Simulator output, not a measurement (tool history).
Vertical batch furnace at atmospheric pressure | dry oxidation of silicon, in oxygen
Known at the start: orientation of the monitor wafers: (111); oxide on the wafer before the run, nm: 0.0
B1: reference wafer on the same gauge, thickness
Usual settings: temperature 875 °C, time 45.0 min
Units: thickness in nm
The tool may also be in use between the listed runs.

run 1 hour=0.0 | temperature=875 time=45.0 | B1=21.90 | thickness=19.74
run 2 hour=16.1 | temperature=875 time=57.0 | B1=21.90 | thickness=23.46
run 3 hour=32.5 | temperature=862 time=45.0 | B1=21.90 | thickness=17.15
run 4 hour=39.4 | temperature=881 time=32.0 | B1=21.90 | thickness=16.61
run 5 hour=56.0 | temperature=881 time=32.0 | B1=21.90 | thickness=16.58
run 6 hour=64.7 | temperature=875 time=53.5 | B1=21.91 | thickness=22.46
run 7 hour=78.7 | temperature=875 time=45.0 | B1=21.91 | thickness=19.82
run 8 hour=97.5 | temperature=875 time=45.0 | B1=21.89 | thickness=19.84
-- hour=125.7 boat lift adjusted
run 9 hour=142.3 | temperature=875 time=45.0 | B1=21.90 | thickness=19.92
run 10 hour=160.2 | temperature=875 time=45.0 | B1=21.89 | thickness=19.97
run 11 hour=167.3 | temperature=875 time=45.0 | B1=21.90 | thickness=19.95
run 12 hour=180.0 | temperature=875 time=45.0 | B1=21.90 | thickness=19.92
run 13 hour=188.8 | temperature=875 time=45.0 | B1=21.90 | thickness=19.98
run 14 hour=204.3 | temperature=875 time=45.0 | B1=21.90 | thickness=19.96
run 15 hour=213.5 | temperature=886 time=51.5 | B1=21.89 | thickness=24.70
run 16 hour=227.1 | temperature=864 time=51.5 | B1=21.90 | thickness=19.46
-- hour=229.7 gauge calibrated
run 17 hour=247.0 | temperature=875 time=45.0 | B1=21.90 | thickness=20.01
run 18 hour=258.4 | temperature=859 time=60.5 | B1=21.90 | thickness=20.69
run 19 hour=273.8 | temperature=884 time=56.0 | B1=21.90 | thickness=25.75
run 20 hour=280.8 | temperature=875 time=45.0 | B1=21.90 | thickness=20.06
-- hour=314.4 thermocouples replaced and temperature profile calibrated
run 21 hour=314.9 | temperature=875 time=45.0 | B1=21.89 | thickness=19.32
run 22 hour=319.8 | temperature=875 time=45.0 | B1=21.90 | thickness=19.22
run 23 hour=337.7 | temperature=851 time=28.0 | B1=21.90 | thickness=10.34
run 24 hour=352.5 | temperature=855 time=50.5 | B1=21.89 | thickness=16.69
run 25 hour=366.4 | temperature=875 time=45.0 | B1=21.90 | thickness=19.27
run 26 hour=373.9 | temperature=875 time=55.0 | B1=21.90 | thickness=22.18
run 27 hour=388.7 | temperature=893 time=45.0 | B1=21.90 | thickness=23.37
run 28 hour=396.4 | temperature=854 time=61.0 | B1=21.90 | thickness=18.89
run 29 hour=414.7 | temperature=875 time=45.0 | B1=21.90 | thickness=19.23

Forecast each of these 4 alternatives for the next run:
run A hour=419.7 | temperature=865 time=45.0 | B1=? | thickness=?
run B hour=419.7 | temperature=861 time=45.0 | B1=? | thickness=?
run C hour=419.7 | temperature=862 time=54.0 | B1=? | thickness=?
run D hour=419.7 | temperature=866 time=60.5 | B1=? | thickness=?

run=A B1=21.91 thickness=17.20
run=B B1=21.91 thickness=16.43
run=C B1=21.91 thickness=18.95
run=D B1=21.91 thickness=21.48
Without the tool's hidden state the same runs would have given:
run=A thickness=17.07
run=B thickness=16.30
run=C thickness=18.80
run=D thickness=21.32

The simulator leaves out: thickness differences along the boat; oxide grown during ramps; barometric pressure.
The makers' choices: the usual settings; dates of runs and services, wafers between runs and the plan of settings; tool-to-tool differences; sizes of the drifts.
